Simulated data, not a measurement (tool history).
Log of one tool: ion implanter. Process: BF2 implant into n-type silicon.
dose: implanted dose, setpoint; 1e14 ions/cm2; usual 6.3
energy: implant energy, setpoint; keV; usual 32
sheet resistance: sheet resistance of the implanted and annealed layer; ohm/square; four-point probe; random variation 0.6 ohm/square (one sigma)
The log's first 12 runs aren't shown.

run,day,dose,energy,wafers since the last listed run,hours since the last dose calibration,hours since the extraction supply was calibrated,hours since the gauge calibration,"read-back reference wafer on the same gauge, sheet resistance",sheet resistance
13,6.704,6.3,32,170,1750.8,6598.9,173,194.92,209.57
14,7.271,6.3,32,231,1764.4,6612.5,186.6,195.06,211.01
15,7.904,6.3,32,259,1779.6,6627.7,201.8,195.05,211.02
# day 8.242: Faraday cup replaced and dose calibrated
# day 8.429: gauge calibrated
16,8.633,6.3,32,162,9.4,6645.2,4.9,195.11,211.49
17,9.004,7.31,32,151,18.3,6654.1,13.8,195.08,193.68
18,9.446,6.3,32,180,28.9,6664.7,24.4,195.02,211.67
# day 10.529: extraction supply calibrated
19,10.612,6.99,23,341,56.9,2,52.4,194.99,224.37
20,10.942,5.58,26.5,134,64.8,9.9,60.3,194.93,239.99
21,11.233,6.3,32,119,71.8,16.9,67.3,195.11,211.08
22,11.571,7.85,32,138,79.9,25,75.4,195.03,186.9
23,11.833,7.88,39.5,107,86.2,31.3,81.7,195.03,173.93
24,12.325,7.22,38,201,98,43.1,93.5,194.95,184.47
25,12.696,6.3,32,151,106.9,52,102.4,194.87,211.56
26,13.333,6.3,32,260,122.2,67.3,117.7,195.04,211.05
27,13.775,7.97,27.5,180,132.8,77.9,128.3,194.96,197.13
28,14.121,6.3,21,141,141.1,86.2,136.6,194.91,241.8
29,14.621,5.58,26.5,204,153.1,98.2,148.6,194.95,239.65
30,14.971,5.18,29,143,161.5,106.6,157,194.99,246.45
31,15.296,6.3,24.5,133,169.3,114.4,164.8,194.95,229.83
32,15.854,7.51,27,228,182.7,127.8,178.2,194.9,203.56
33,16.75,4.5,32,366,204.2,149.3,199.7,194.96,269.49

3 ways to go on from here, each from the tool as it stands after run 33. What would each give?
A,16.767,4.77,32,6,204.6,149.7,200.1,?,?
B,16.767,5.47,39.5,6,204.6,149.7,200.1,?,?
C,16.767,5.42,35.5,6,204.6,149.7,200.1,?,?

run,"read-back reference wafer on the same gauge, sheet resistance",sheet resistance
A,194.95,257.03
B,194.95,222.15
C,194.95,228.09
Without the tool's hidden state the same runs would have given:
run,sheet resistance
A,257.03
B,222.15
C,228.09

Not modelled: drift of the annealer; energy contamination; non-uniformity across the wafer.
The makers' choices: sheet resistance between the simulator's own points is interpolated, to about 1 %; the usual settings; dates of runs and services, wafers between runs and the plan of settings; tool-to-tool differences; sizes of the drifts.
